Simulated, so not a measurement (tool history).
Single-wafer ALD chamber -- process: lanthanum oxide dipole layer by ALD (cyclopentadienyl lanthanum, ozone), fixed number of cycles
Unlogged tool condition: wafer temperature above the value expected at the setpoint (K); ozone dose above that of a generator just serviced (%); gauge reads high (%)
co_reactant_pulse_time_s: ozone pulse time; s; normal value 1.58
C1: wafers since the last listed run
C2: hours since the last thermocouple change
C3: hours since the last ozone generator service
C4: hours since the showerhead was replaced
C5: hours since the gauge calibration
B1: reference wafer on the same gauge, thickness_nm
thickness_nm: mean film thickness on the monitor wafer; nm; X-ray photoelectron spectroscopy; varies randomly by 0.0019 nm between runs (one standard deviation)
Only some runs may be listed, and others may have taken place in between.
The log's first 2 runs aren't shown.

run 3 hour=110.9 | co_reactant_pulse_time_s=1.34 | C1=1263 C2=2010.6 C3=553.5 C4=132.1 C5=1667.5 | B1=0.451 | thickness_nm=0.512
run 4 hour=213.4 | co_reactant_pulse_time_s=1.73 | C1=2002 C2=2113.1 C3=656 C4=234.6 C5=1770 | B1=0.451 | thickness_nm=0.54
run 5 hour=305.3 | co_reactant_pulse_time_s=1.58 | C1=1795 C2=2205 C3=747.9 C4=326.5 C5=1861.9 | B1=0.451 | thickness_nm=0.529
run 6 hour=406.6 | co_reactant_pulse_time_s=1.58 | C1=1978 C2=2306.3 C3=849.2 C4=427.8 C5=1963.2 | B1=0.451 | thickness_nm=0.53
run 7 hour=468.5 | co_reactant_pulse_time_s=1.58 | C1=1209 C2=2368.2 C3=911.1 C4=489.7 C5=2025.1 | B1=0.451 | thickness_nm=0.526
run 8 hour=538 | co_reactant_pulse_time_s=1.58 | C1=1357 C2=2437.7 C3=980.6 C4=559.2 C5=2094.6 | B1=0.451 | thickness_nm=0.529
run 9 hour=595.7 | co_reactant_pulse_time_s=1.58 | C1=1127 C2=2495.4 C3=1038.3 C4=616.9 C5=2152.3 | B1=0.451 | thickness_nm=0.525
run 10 hour=645 | co_reactant_pulse_time_s=2.17 | C1=962 C2=2544.7 C3=1087.6 C4=666.2 C5=2201.6 | B1=0.451 | thickness_nm=0.551
run 11 hour=685 | co_reactant_pulse_time_s=1.58 | C1=781 C2=2584.7 C3=1127.6 C4=706.2 C5=2241.6 | B1=0.451 | thickness_nm=0.528
run 12 hour=721.7 | co_reactant_pulse_time_s=2.01 | C1=716 C2=2621.4 C3=1164.3 C4=742.9 C5=2278.3 | B1=0.451 | thickness_nm=0.545
run 13 hour=809.5 | co_reactant_pulse_time_s=1.58 | C1=1714 C2=2709.2 C3=1252.1 C4=830.7 C5=2366.1 | B1=0.451 | thickness_nm=0.529
run 14 hour=855.8 | co_reactant_pulse_time_s=2.07 | C1=904 C2=2755.5 C3=1298.4 C4=877 C5=2412.4 | B1=0.451 | thickness_nm=0.549
-- hour=858.3 gauge calibrated
run 15 hour=899.1 | co_reactant_pulse_time_s=1.06 | C1=845 C2=2798.8 C3=1341.7 C4=920.3 C5=40.8 | B1=0.451 | thickness_nm=0.464
-- hour=926.2 ozone generator serviced
run 16 hour=971 | co_reactant_pulse_time_s=1.93 | C1=1248 C2=2870.7 C3=44.8 C4=992.2 C5=112.7 | B1=0.451 | thickness_nm=0.551
run 17 hour=1042.2 | co_reactant_pulse_time_s=1.58 | C1=1390 C2=2941.9 C3=116 C4=1063.4 C5=183.9 | B1=0.451 | thickness_nm=0.538
run 18 hour=1089.7 | co_reactant_pulse_time_s=1.02 | C1=927 C2=2989.4 C3=163.5 C4=1110.9 C5=231.4 | B1=0.451 | thickness_nm=0.47
-- hour=1163.9 thermocouple changed; heater temperature recalibrated
run 19 hour=1174.4 | co_reactant_pulse_time_s=1.81 | C1=1498 C2=10.5 C3=248.2 C4=1195.6 C5=316.1 | B1=0.451 | thickness_nm=0.545
run 20 hour=1272.6 | co_reactant_pulse_time_s=1.58 | C1=1918 C2=108.7 C3=346.4 C4=1293.8 C5=414.3 | B1=0.451 | thickness_nm=0.534
run 21 hour=1320.1 | co_reactant_pulse_time_s=1.01 | C1=927 C2=156.2 C3=393.9 C4=1341.3 C5=461.8 | B1=0.451 | thickness_nm=0.462
run 22 hour=1357.4 | co_reactant_pulse_time_s=1.92 | C1=728 C2=193.5 C3=431.2 C4=1378.6 C5=499.1 | B1=0.451 | thickness_nm=0.547
run 23 hour=1418.1 | co_reactant_pulse_time_s=1.58 | C1=1185 C2=254.2 C3=491.9 C4=1439.3 C5=559.8 | B1=0.451 | thickness_nm=0.529

Estimate the outcome of run 24 from the log above:
run 24 hour=1500.2 | co_reactant_pulse_time_s=1.22 | C1=1603 C2=336.3 C3=574 C4=1521.4 C5=641.9 | B1=? | thickness_nm=?

Run 24 measured B1 0.451, thickness_nm 0.496 nm.
On a tool with no hidden condition, and with the same random variation, this run would have come out at thickness_nm 0.507 nm.
